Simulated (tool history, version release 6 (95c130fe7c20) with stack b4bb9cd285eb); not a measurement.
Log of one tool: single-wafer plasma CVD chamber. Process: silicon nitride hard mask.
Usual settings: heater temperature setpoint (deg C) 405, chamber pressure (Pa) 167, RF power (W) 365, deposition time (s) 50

run    hour  heater temperature setpoint (deg C)  chamber pressure (Pa)  RF power (W)  deposition time (s)  wafers since the last listed run  hours since the last thermocouple change  hours since the last RF generator calibration  hours since the last manometer calibration  hours since the showerhead was replaced  hours since the gauge calibration  read-back reference wafer on the same gauge, thickness_nm  mean film thickness on the monitor wafer (Å)
  1       0                                  405                    143           365                   50                                 0                                       587                                          950.8                                       876.5                                   4336.6                              302.3                                                     59.517                                        565.19
  2    45.3                                  405                    167           365                   50                               603                                     632.3                                          996.1                                       921.8                                   4381.9                              347.6                                                     59.413                                        589.93
  3    93.2                                  405                    167           365                   50                               637                                     680.2                                           1044                                       969.7                                   4429.8                              395.5                                                     59.453                                        586.36
  4   148.5                                  405                    167           365                   50                               736                                     735.5                                         1099.3                                        1025                                   4485.1                              450.8                                                     59.399                                        593.09
  5   176.5                                  405                    167           365                   50                               372                                     763.5                                         1127.3                                        1053                                   4513.1                              478.8                                                     59.492                                        596.64
  6   323.9                                  405                    167           365                   50                              1962                                     910.9                                         1274.7                                      1200.4                                   4660.5                              626.2                                                     59.353                                        591.27
  7   393.5                                  405                    167           365                   50                               926                                     980.5                                         1344.3                                        1270                                   4730.1                              695.8                                                      59.51                                        591.22
  8     460                                  405                    167           365                   50                               885                                      1047                                         1410.8                                      1336.5                                   4796.6                              762.3                                                       59.3                                        589.73
  9   545.8                                  410                    167           315                   50                              1142                                    1132.8                                         1496.6                                      1422.3                                   4882.4                              848.1                                                     59.331                                        560.72
      557.8  -- thermocouple changed; heater temperature recalibrated
      567.4  -- showerhead replaced
 10   612.6                                  391                    156           365                   50                               676                                      54.8                                         1563.4                                      1489.1                                     45.2                              914.9                                                     59.436                                        587.29
      643.4  -- capacitance manometer re-zeroed and calibrated
 11   650.4                                  401                    204           300                 54.5                               396                                      92.6                                         1601.2                                           7                                       83                              952.7                                                     59.439                                        642.53
 12   703.1                                  405                    167           365                   50                               701                                     145.3                                         1653.9                                        59.7                                    135.7                             1005.4                                                     59.516                                        600.32
      735.5  -- RF generator calibrated
 13     736                                  405                    141           365                   50                               331                                     178.2                                            0.5                                        92.6                                    168.6                             1038.3                                                     59.561                                        574.16
 14   796.7                                  405                    167           365                   50                               808                                     238.9                                           61.2                                       153.3                                    229.3                               1099                                                     59.267                                        604.12
 15   843.9                                  405                    167           365                   50                               628                                     286.1                                          108.4                                       200.5                                    276.5                             1146.2                                                     59.401                                         595.2
 16   914.6                                  405                    167           365                 55.2                               941                                     356.8                                          179.1                                       271.2                                    347.2                             1216.9                                                     59.313                                        667.35
 17   980.7                                  396                    136           385                   50                               879                                     422.9                                          245.2                                       337.3                                    413.3                               1283                                                      59.32                                        582.89
 18  1020.4                                  401                    187           400                 56.8                               528                                     462.6                                          284.9                                         377                                      453                             1322.7                                                     59.352                                        729.64
     1054.2  -- gauge calibrated
 19  1078.7                                  405                    139           365                   50                               776                                     520.9                                          343.2                                       435.3                                    511.3                               24.5                                                     59.628                                        577.15
       1103  -- capacitance manometer re-zeroed and calibrated, repeated, since the last time left the tool worse
 20  1146.3                                  405                    167           365                   50                               793                                     588.5                                          410.8                                        43.3                                    578.9                               92.1                                                     59.504                                        588.35
 21  1181.2                                  393                    167           365                   50                               464                                     623.4                                          445.7                                        78.2                                    613.8                                127                                                     59.369                                        585.34
 22  1215.7                                  405                    156           295                 40.9                               459                                     657.9                                          480.2                                       112.7                                    648.3                              161.5                                                     59.262                                        440.36
 23  1258.6                                  397                    145           365                   50                               571                                     700.8                                          523.1                                       155.6                                    691.2                              204.4                                                     59.505                                         567.1
 24  1299.9                                  405                    203           365                   50                               549                                     742.1                                          564.4                                       196.9                                    732.5                              245.7                                                     59.448                                        617.44
 25  1344.5                                  405                    193           430                   50                               593                                     786.7                                            609                                       241.5                                    777.1                              290.3                                                      59.39                                         652.6
 26    1408                                  411                    153           385                 56.8                               845                                     850.2                                          672.5                                         305                                    840.6                              353.8                                                     59.511                                        663.25
 27  1468.6                                  405                    131           365                 46.4                               806                                     910.8                                          733.1                                       365.6                                    901.2                              414.4                                                     59.345                                        508.04
 28  1507.6                                  397                    153           365                   50                               519                                     949.8                                          772.1                                       404.6                                    940.2                              453.4                                                     59.477                                        573.61

4 ways to go on from here, each from the tool as it stands after run 28. What would each give?
  A  1508                                  405                    199           365                   50                                 5                                     950.2                                          772.5                                         405                                    940.6                              453.8                                                          ?                                             ?
  B  1508                                  405                    179           365                   50                                 5                                     950.2                                          772.5                                         405                                    940.6                              453.8                                                          ?                                             ?
  C  1508                                  409                    167           365                   50                                 5                                     950.2                                          772.5                                         405                                    940.6                              453.8                                                          ?                                             ?
  D  1508                                  397                    132           305                 56.5                                 5                                     950.2                                          772.5                                         405                                    940.6                              453.8                                                          ?                                             ?

run  read-back reference wafer on the same gauge, thickness_nm  mean film thickness on the monitor wafer (Å)
  A                                                     59.474                                        620.54
  B                                                     59.474                                        603.14
  C                                                     59.474                                         590.8
  D                                                     59.474                                        587.52
Without the tool's hidden state the same runs would have given:
run  mean film thickness on the monitor wafer (Å)
  A                                        618.01
  B                                        600.57
  C                                        588.29
  D                                        584.82

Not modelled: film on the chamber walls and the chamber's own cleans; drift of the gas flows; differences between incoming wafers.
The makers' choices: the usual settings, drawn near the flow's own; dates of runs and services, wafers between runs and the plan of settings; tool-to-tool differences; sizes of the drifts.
